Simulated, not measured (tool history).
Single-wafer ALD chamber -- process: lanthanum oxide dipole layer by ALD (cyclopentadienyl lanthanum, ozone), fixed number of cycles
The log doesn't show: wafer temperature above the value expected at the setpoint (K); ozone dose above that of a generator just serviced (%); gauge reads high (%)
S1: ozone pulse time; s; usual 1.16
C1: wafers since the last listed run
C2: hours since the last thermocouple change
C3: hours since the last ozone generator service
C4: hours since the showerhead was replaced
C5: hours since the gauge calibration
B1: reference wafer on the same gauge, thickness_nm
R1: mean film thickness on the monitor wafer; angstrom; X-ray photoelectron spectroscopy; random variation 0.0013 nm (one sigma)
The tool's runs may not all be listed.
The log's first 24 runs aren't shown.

run	hour	S1	C1	C2	C3	C4	C5	B1	R1
25	2183.4	1.55	1418	184.8	237.9	1467.3	1039.4	0.607	5.49
26	2252.0	0.80	981	253.4	306.5	1535.9	1108.0	0.606	4.50
27	2328.5	1.16	1093	329.9	383.0	1612.4	1184.5	0.607	5.09
28	2392.6	1.16	916	394.0	447.1	1676.5	1248.6	0.606	5.11
29	2492.1	0.78	1422	493.5	546.6	1776.0	1348.1	0.606	4.38
# hour 2550.5: ozone generator serviced
30	2554.3	0.83	775	555.7	3.8	1838.2	1410.3	0.607	4.67
31	2601.1	1.41	669	602.5	50.6	1885.0	1457.1	0.605	5.45
32	2666.1	1.50	929	667.5	115.6	1950.0	1522.1	0.606	5.49

Run 33 comes next. What will it give?
33	2749.9	1.16	1198	751.3	199.4	2033.8	1605.9	?	?

B1: 0.605
R1: 5.17 angstrom
On a tool with no hidden condition, and with the same random variation, this run would have come out at R1 5.22 angstrom.
